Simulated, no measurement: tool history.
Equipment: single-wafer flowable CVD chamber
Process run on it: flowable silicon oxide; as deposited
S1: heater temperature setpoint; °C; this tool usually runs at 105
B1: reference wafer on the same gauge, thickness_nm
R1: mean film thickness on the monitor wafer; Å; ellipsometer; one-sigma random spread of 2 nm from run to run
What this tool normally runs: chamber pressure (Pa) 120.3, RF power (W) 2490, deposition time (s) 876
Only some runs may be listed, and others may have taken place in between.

run 1 hour=0.0 | S1=105 chamber_pressure_(Pa)=120.3 RF_power_(W)=2490 deposition_time_(s)=876 | B1=528.126 | R1=5700.55
run 2 hour=53.4 | S1=105 chamber_pressure_(Pa)=134.7 RF_power_(W)=2490 deposition_time_(s)=876 | B1=529.676 | R1=6228.81
run 3 hour=106.4 | S1=105 chamber_pressure_(Pa)=134.7 RF_power_(W)=2490 deposition_time_(s)=876 | B1=529.535 | R1=6240.08
run 4 hour=153.8 | S1=105 chamber_pressure_(Pa)=120.3 RF_power_(W)=2490 deposition_time_(s)=876 | B1=531.416 | R1=5706.78
run 5 hour=255.1 | S1=105 chamber_pressure_(Pa)=120.3 RF_power_(W)=2490 deposition_time_(s)=876 | B1=533.040 | R1=5693.35
run 6 hour=331.2 | S1=105 chamber_pressure_(Pa)=120.3 RF_power_(W)=2490 deposition_time_(s)=876 | B1=534.238 | R1=5732.85
run 7 hour=382.5 | S1=105 chamber_pressure_(Pa)=120.3 RF_power_(W)=2490 deposition_time_(s)=876 | B1=535.797 | R1=5714.29
-- hour=414.6 thermocouple changed; heater temperature recalibrated
-- hour=415.5 gauge calibrated
run 8 hour=462.3 | S1=105 chamber_pressure_(Pa)=120.3 RF_power_(W)=2490 deposition_time_(s)=876 | B1=524.027 | R1=5662.82
run 9 hour=503.9 | S1=105 chamber_pressure_(Pa)=120.3 RF_power_(W)=2490 deposition_time_(s)=876 | B1=523.754 | R1=5627.28
-- hour=538.2 RF generator calibrated
run 10 hour=597.7 | S1=105 chamber_pressure_(Pa)=120.3 RF_power_(W)=2490 deposition_time_(s)=876 | B1=523.472 | R1=5636.69
-- hour=689.4 capacitance manometer re-zeroed and calibrated
run 11 hour=689.9 | S1=105 chamber_pressure_(Pa)=120.3 RF_power_(W)=2490 deposition_time_(s)=978 | B1=523.843 | R1=6314.48
run 12 hour=755.2 | S1=101 chamber_pressure_(Pa)=120.3 RF_power_(W)=2965 deposition_time_(s)=876 | B1=524.899 | R1=6683.46
run 13 hour=827.2 | S1=98 chamber_pressure_(Pa)=120.3 RF_power_(W)=2490 deposition_time_(s)=1038 | B1=525.331 | R1=8739.99
-- hour=836.0 showerhead replaced
run 14 hour=863.5 | S1=116 chamber_pressure_(Pa)=93.1 RF_power_(W)=2700 deposition_time_(s)=802 | B1=525.721 | R1=2832.06
run 15 hour=910.1 | S1=115 chamber_pressure_(Pa)=120.3 RF_power_(W)=2490 deposition_time_(s)=876 | B1=526.154 | R1=3928.17
run 16 hour=976.6 | S1=94 chamber_pressure_(Pa)=100.1 RF_power_(W)=2700 deposition_time_(s)=730 | B1=527.404 | R1=6229.13
run 17 hour=1039.5 | S1=105 chamber_pressure_(Pa)=120.3 RF_power_(W)=2490 deposition_time_(s)=876 | B1=528.216 | R1=5692.57
run 18 hour=1083.1 | S1=116 chamber_pressure_(Pa)=120.3 RF_power_(W)=2805 deposition_time_(s)=876 | B1=528.715 | R1=3868.37

What would each run have given without the hidden state, its run-to-run variation left as it was?
Hidden conditions of the tool in this case: wafer temperature above the value expected at the setpoint (K); delivered RF power above the setpoint (%); true pressure above the setpoint (%); gauge reads high (%).
run=1 R1=5665.44
run=2 R1=6180.60
run=3 R1=6181.23
run=4 R1=5643.73
run=5 R1=5608.93
run=6 R1=5629.92
run=7 R1=5598.88
run=8 R1=5680.16
run=9 R1=5643.77
run=10 R1=5649.83
run=11 R1=6322.96
run=12 R1=6686.15
run=13 R1=8732.44
run=14 R1=2827.55
run=15 R1=3917.89
run=16 R1=6202.66
run=17 R1=5658.55
run=18 R1=3840.22

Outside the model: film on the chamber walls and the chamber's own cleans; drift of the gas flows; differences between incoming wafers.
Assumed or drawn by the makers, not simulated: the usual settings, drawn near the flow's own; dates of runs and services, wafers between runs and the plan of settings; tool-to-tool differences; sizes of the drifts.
